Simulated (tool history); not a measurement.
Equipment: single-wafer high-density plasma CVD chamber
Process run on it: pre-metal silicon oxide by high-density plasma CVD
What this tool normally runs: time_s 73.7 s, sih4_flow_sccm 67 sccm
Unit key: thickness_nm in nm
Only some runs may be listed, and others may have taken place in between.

| run | day | time_s | sih4_flow_sccm | read-back reference wafer on the same gauge, thickness_nm | thickness_nm |
|---|---|---|---|---|---|
| 1 | 0 | 73.7 | 67 | 352.308 | 468.645 |
| 2 | 3.471 | 73.7 | 67 | 352.148 | 469.799 |
| 3 | 6.608 | 73.7 | 77 | 351.933 | 537.124 |
| 4 | 10.758 | 73.7 | 77 | 351.632 | 541.183 |
| 5 | 13.758 | 73.7 | 67 | 352.192 | 470.941 |
| 6 | 22.904 | 73.7 | 67 | 352.105 | 470.023 |
| 7 | 27.317 | 73.7 | 67 | 351.97 | 470.588 |
| 8 | 29.779 | 73.7 | 67 | 351.97 | 468.962 |
| 9 | 33.004 | 77.1 | 61 | 352.199 | 450.682 |
| 10 | 34.662 | 73.7 | 67 | 352.097 | 470.82 |
| 11 | 37.925 | 73.7 | 75 | 352.148 | 531.334 |
| 12 | 39.554 | 83.1 | 67 | 352.113 | 527.562 |
| 13 | 41.875 | 83.1 | 67 | 352.179 | 527.6 |
| 14 | 45.383 | 77.1 | 67 | 351.403 | 491.441 |
| 15 | 48.242 | 77.1 | 67 | 352.175 | 495.746 |
| 16 | 50.346 | 73.7 | 67 | 352.02 | 467.173 |
| 17 | 53.479 | 73.7 | 67 | 352.038 | 474.303 |
| 18 | 55.521 | 73.7 | 67 | 352.109 | 469.645 |
| 19 | 59.642 | 73.7 | 67 | 351.646 | 473.145 |
|  | 61.196 | silane flow controller replaced |
|  | 61.204 | gauge calibrated |
| 20 | 61.525 | 73.7 | 67 | 352.179 | 435.597 |
| 21 | 65.933 | 66.1 | 75 | 352.224 | 436.204 |
| 22 | 75.104 | 73.7 | 77 | 352.082 | 506.248 |
| 23 | 78.3 | 65.2 | 57 | 352.182 | 335.422 |
| 24 | 80.504 | 60 | 78 | 351.897 | 418.878 |
| 25 | 82.962 | 73.7 | 67 | 352.292 | 445.509 |
| 26 | 86.417 | 69.3 | 67 | 351.79 | 416.763 |
| 27 | 88.075 | 63 | 72 | 351.917 | 411.944 |
| 28 | 89.988 | 66 | 67 | 351.996 | 400.255 |
| 29 | 92.092 | 73.7 | 67 | 352.123 | 447.059 |
| 30 | 96.129 | 73.7 | 67 | 352.116 | 446.984 |
| 31 | 98.329 | 83.1 | 67 | 351.891 | 506.194 |
| 32 | 100.629 | 60.7 | 73 | 351.927 | 402.613 |
| 33 | 102.179 | 79.5 | 76 | 351.725 | 550.034 |
| 34 | 106.304 | 84.7 | 67 | 351.462 | 516.433 |
| 35 | 110.067 | 83.1 | 67 | 352.28 | 509.627 |
| 36 | 113.371 | 83.5 | 67 | 352.375 | 515.575 |
| 37 | 119.65 | 66.4 | 64 | 352.111 | 388.098 |
| 38 | 123.208 | 73.7 | 74 | 351.968 | 499.337 |

Table of differences, measured result less the result of that run with no hidden state. Run-to-run variation is the same in both. Gauge scatter possibly is not:
The hidden state here: delivered silane flow above the setpoint (%); gauge reads high (%).
| run | thickness_nm |
|---|---|
| 1 | +29.611 |
| 2 | +29.838 |
| 3 | +34.264 |
| 4 | +34.712 |
| 5 | +30.318 |
| 6 | +30.567 |
| 7 | +30.737 |
| 8 | +30.701 |
| 9 | +29.589 |
| 10 | +30.954 |
| 11 | +35.025 |
| 12 | +34.82 |
| 13 | +34.884 |
| 14 | +32.575 |
| 15 | +32.924 |
| 16 | +31.069 |
| 17 | +31.604 |
| 18 | +31.332 |
| 19 | +31.639 |
| 20 | -4.072 |
| 21 | -2.155 |
| 22 | +1.607 |
| 23 | +1.912 |
| 24 | +3.085 |
| 25 | +4.073 |
| 26 | +4.798 |
| 27 | +5.191 |
| 28 | +5.53 |
| 29 | +6.755 |
| 30 | +7.804 |
| 31 | +9.452 |
| 32 | +8.008 |
| 33 | +11.378 |
| 34 | +11.722 |
| 35 | +12.443 |
| 36 | +13.319 |
| 37 | +10.99 |
| 38 | +14.785 |

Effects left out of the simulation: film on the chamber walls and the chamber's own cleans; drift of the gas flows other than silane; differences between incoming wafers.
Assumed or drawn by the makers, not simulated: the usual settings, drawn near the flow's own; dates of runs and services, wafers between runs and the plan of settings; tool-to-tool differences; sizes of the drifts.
